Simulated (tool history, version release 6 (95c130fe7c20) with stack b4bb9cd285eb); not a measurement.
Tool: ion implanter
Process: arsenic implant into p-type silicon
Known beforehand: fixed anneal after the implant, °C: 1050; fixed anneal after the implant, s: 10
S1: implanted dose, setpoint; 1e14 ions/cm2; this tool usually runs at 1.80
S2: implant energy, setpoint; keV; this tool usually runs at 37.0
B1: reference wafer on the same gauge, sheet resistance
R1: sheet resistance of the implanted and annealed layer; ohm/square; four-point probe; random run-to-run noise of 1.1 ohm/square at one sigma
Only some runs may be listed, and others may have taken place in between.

run 1 day=0.000 | S1=1.57 S2=41.0 | B1=385.94 | R1=467.82
run 2 day=0.679 | S1=1.80 S2=37.0 | B1=386.11 | R1=432.28
run 3 day=1.275 | S1=1.80 S2=37.0 | B1=385.83 | R1=432.57
run 4 day=1.742 | S1=1.80 S2=37.0 | B1=386.16 | R1=432.12
run 5 day=3.817 | S1=1.80 S2=37.0 | B1=386.14 | R1=430.92
run 6 day=4.262 | S1=1.80 S2=37.0 | B1=386.01 | R1=433.02
run 7 day=4.688 | S1=1.80 S2=37.0 | B1=385.95 | R1=432.04
run 8 day=5.396 | S1=1.80 S2=37.0 | B1=385.90 | R1=431.13
run 9 day=5.775 | S1=1.80 S2=37.0 | B1=386.08 | R1=430.98
run 10 day=6.454 | S1=1.80 S2=37.0 | B1=386.09 | R1=432.88
run 11 day=6.775 | S1=1.80 S2=37.0 | B1=385.94 | R1=430.29
run 12 day=7.300 | S1=1.43 S2=37.0 | B1=385.76 | R1=506.90
run 13 day=7.579 | S1=1.43 S2=37.0 | B1=386.04 | R1=506.17
run 14 day=8.046 | S1=1.43 S2=37.0 | B1=386.01 | R1=506.70
-- day=8.492 gauge calibrated
run 15 day=8.717 | S1=1.47 S2=37.0 | B1=385.99 | R1=499.14
-- day=9.983 extraction supply calibrated
run 16 day=10.954 | S1=1.47 S2=37.0 | B1=385.73 | R1=498.50
run 17 day=11.496 | S1=1.80 S2=31.0 | B1=386.18 | R1=442.53
run 18 day=12.133 | S1=2.15 S2=41.0 | B1=386.10 | R1=371.07
run 19 day=12.479 | S1=1.94 S2=30.5 | B1=385.80 | R1=419.56
run 20 day=12.796 | S1=2.28 S2=27.5 | B1=386.05 | R1=376.06
run 21 day=13.121 | S1=1.41 S2=43.5 | B1=386.09 | R1=497.98
run 22 day=13.808 | S1=1.80 S2=37.0 | B1=386.12 | R1=429.31
run 23 day=14.146 | S1=1.80 S2=27.5 | B1=385.82 | R1=451.51
run 24 day=14.842 | S1=1.80 S2=37.0 | B1=386.07 | R1=427.39
run 25 day=15.533 | S1=1.56 S2=48.0 | B1=386.09 | R1=454.95
-- day=15.983 Faraday cup replaced and dose calibrated
run 26 day=16.129 | S1=1.59 S2=33.0 | B1=386.04 | R1=494.86
run 27 day=16.604 | S1=2.31 S2=44.5 | B1=385.85 | R1=359.69
run 28 day=17.062 | S1=1.98 S2=49.5 | B1=385.93 | R1=394.75
run 29 day=17.700 | S1=1.51 S2=37.0 | B1=386.03 | R1=502.00
run 30 day=18.217 | S1=2.32 S2=26.0 | B1=386.09 | R1=386.78
run 31 day=18.904 | S1=1.42 S2=37.0 | B1=386.09 | R1=523.22
run 32 day=19.417 | S1=1.80 S2=37.0 | B1=386.01 | R1=442.32
run 33 day=20.129 | S1=1.58 S2=30.5 | B1=386.05 | R1=500.78
run 34 day=20.858 | S1=2.27 S2=44.5 | B1=385.94 | R1=363.62
run 35 day=21.267 | S1=1.66 S2=46.0 | B1=386.06 | R1=452.34
run 36 day=21.642 | S1=1.80 S2=30.5 | B1=385.88 | R1=454.32
run 37 day=22.808 | S1=2.10 S2=43.0 | B1=386.05 | R1=385.04
run 38 day=23.333 | S1=2.14 S2=37.0 | B1=386.11 | R1=388.91

What would each run have given without the hidden state, its run-to-run variation left as it was?
Hidden state at play: deviation of the true dose from the Faraday cup's reading, %; deviation of the true energy from its setpoint, %; gauge reads high (%).
run=1 R1=479.96
run=2 R1=443.92
run=3 R1=444.35
run=4 R1=444.00
run=5 R1=443.22
run=6 R1=445.48
run=7 R1=444.57
run=8 R1=443.79
run=9 R1=443.72
run=10 R1=445.83
run=11 R1=443.24
run=12 R1=521.87
run=13 R1=521.19
run=14 R1=521.85
run=15 R1=514.28
run=16 R1=514.20
run=17 R1=457.10
run=18 R1=383.43
run=19 R1=433.71
run=20 R1=389.04
run=21 R1=513.90
run=22 R1=443.79
run=23 R1=467.13
run=24 R1=442.02
run=25 R1=470.11
run=26 R1=495.66
run=27 R1=360.37
run=28 R1=395.57
run=29 R1=503.20
run=30 R1=387.87
run=31 R1=524.78
run=32 R1=443.79
run=33 R1=502.63
run=34 R1=365.12
run=35 R1=454.24
run=36 R1=456.39
run=37 R1=387.02
run=38 R1=391.04
